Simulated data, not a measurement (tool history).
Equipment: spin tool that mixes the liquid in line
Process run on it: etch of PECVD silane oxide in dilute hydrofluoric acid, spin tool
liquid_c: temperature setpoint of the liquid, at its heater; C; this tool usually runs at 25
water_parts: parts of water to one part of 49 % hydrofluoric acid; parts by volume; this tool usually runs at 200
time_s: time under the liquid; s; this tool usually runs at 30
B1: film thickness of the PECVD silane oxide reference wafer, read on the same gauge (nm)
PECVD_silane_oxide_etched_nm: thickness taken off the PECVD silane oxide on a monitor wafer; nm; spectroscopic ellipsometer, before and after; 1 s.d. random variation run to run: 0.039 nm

run 1 hour=0 | liquid_c=25 water_parts=200 time_s=30 | B1=60.45 | PECVD_silane_oxide_etched_nm=7.19
run 2 hour=32.1 | liquid_c=25 water_parts=200 time_s=30 | B1=60.53 | PECVD_silane_oxide_etched_nm=7.23
run 3 hour=54.5 | liquid_c=25 water_parts=200 time_s=30 | B1=60.6 | PECVD_silane_oxide_etched_nm=7.3
run 4 hour=67 | liquid_c=25 water_parts=200 time_s=30 | B1=60.59 | PECVD_silane_oxide_etched_nm=7.23
run 5 hour=98 | liquid_c=25 water_parts=200 time_s=15 | B1=60.66 | PECVD_silane_oxide_etched_nm=3.65
run 6 hour=125.8 | liquid_c=25 water_parts=200 time_s=15 | B1=60.74 | PECVD_silane_oxide_etched_nm=3.65
run 7 hour=154.8 | liquid_c=25 water_parts=200 time_s=15 | B1=60.83 | PECVD_silane_oxide_etched_nm=3.66
run 8 hour=167 | liquid_c=25 water_parts=200 time_s=30 | B1=60.86 | PECVD_silane_oxide_etched_nm=7.27
run 9 hour=196.8 | liquid_c=25 water_parts=200 time_s=30 | B1=60.9 | PECVD_silane_oxide_etched_nm=7.37
run 10 hour=229 | liquid_c=25 water_parts=200 time_s=30 | B1=60.97 | PECVD_silane_oxide_etched_nm=7.29
run 11 hour=247 | liquid_c=25 water_parts=200 time_s=30 | B1=61.04 | PECVD_silane_oxide_etched_nm=7.27
run 12 hour=262.2 | liquid_c=25 water_parts=200 time_s=30 | B1=61.07 | PECVD_silane_oxide_etched_nm=7.36
run 13 hour=277.3 | liquid_c=25 water_parts=200 time_s=30 | B1=61.08 | PECVD_silane_oxide_etched_nm=7.31
run 14 hour=305.9 | liquid_c=22 water_parts=200 time_s=30 | B1=61.17 | PECVD_silane_oxide_etched_nm=6.55
-- hour=359.5 thermometer replaced
run 15 hour=399.7 | liquid_c=25 water_parts=200 time_s=45 | B1=61.42 | PECVD_silane_oxide_etched_nm=11.03
run 16 hour=417.4 | liquid_c=22 water_parts=105 time_s=15 | B1=61.43 | PECVD_silane_oxide_etched_nm=6.88
run 17 hour=440.7 | liquid_c=25 water_parts=200 time_s=40 | B1=61.5 | PECVD_silane_oxide_etched_nm=9.88
run 18 hour=453.3 | liquid_c=28 water_parts=200 time_s=15 | B1=61.54 | PECVD_silane_oxide_etched_nm=4.1
-- hour=458.8 hydrofluoric acid flow meter replaced
run 19 hour=487 | liquid_c=25 water_parts=200 time_s=30 | B1=61.61 | PECVD_silane_oxide_etched_nm=7.34
run 20 hour=499.7 | liquid_c=22 water_parts=200 time_s=45 | B1=61.64 | PECVD_silane_oxide_etched_nm=9.78
run 21 hour=515.5 | liquid_c=25 water_parts=110 time_s=30 | B1=61.69 | PECVD_silane_oxide_etched_nm=14.87
run 22 hour=537.8 | liquid_c=23 water_parts=200 time_s=30 | B1=61.72 | PECVD_silane_oxide_etched_nm=6.8
-- hour=541.6 gauge calibrated
run 23 hour=571.5 | liquid_c=20.5 water_parts=200 time_s=30 | B1=60.11 | PECVD_silane_oxide_etched_nm=6.1
run 24 hour=607 | liquid_c=25 water_parts=200 time_s=30 | B1=60.21 | PECVD_silane_oxide_etched_nm=7.19
run 25 hour=641.1 | liquid_c=25 water_parts=200 time_s=30 | B1=60.31 | PECVD_silane_oxide_etched_nm=7.24
run 26 hour=659.8 | liquid_c=22.5 water_parts=150 time_s=30 | B1=60.34 | PECVD_silane_oxide_etched_nm=9.29
run 27 hour=690.5 | liquid_c=23 water_parts=125 time_s=15 | B1=60.42 | PECVD_silane_oxide_etched_nm=5.79
run 28 hour=704.5 | liquid_c=21 water_parts=275 time_s=30 | B1=60.44 | PECVD_silane_oxide_etched_nm=4.23
run 29 hour=726.5 | liquid_c=25 water_parts=260 time_s=30 | B1=60.5 | PECVD_silane_oxide_etched_nm=5.28

Hidden state, per run?
liquid colder than its thermometer reads (K): 0 in every run
hydrofluoric acid flow above the setpoint (%): 0 in every run
H1: gauge reads high (%)
run=1 H1=0.735
run=2 H1=0.863
run=3 H1=0.953
run=4 H1=1
run=5 H1=1.13
run=6 H1=1.24
run=7 H1=1.35
run=8 H1=1.4
run=9 H1=1.52
run=10 H1=1.65
run=11 H1=1.72
run=12 H1=1.78
run=13 H1=1.84
run=14 H1=1.96
run=15 H1=2.33
run=16 H1=2.4
run=17 H1=2.5
run=18 H1=2.55
run=19 H1=2.68
run=20 H1=2.73
run=21 H1=2.8
run=22 H1=2.89
run=23 H1=0.197
run=24 H1=0.339
run=25 H1=0.476
run=26 H1=0.551
run=27 H1=0.673
run=28 H1=0.729
run=29 H1=0.817
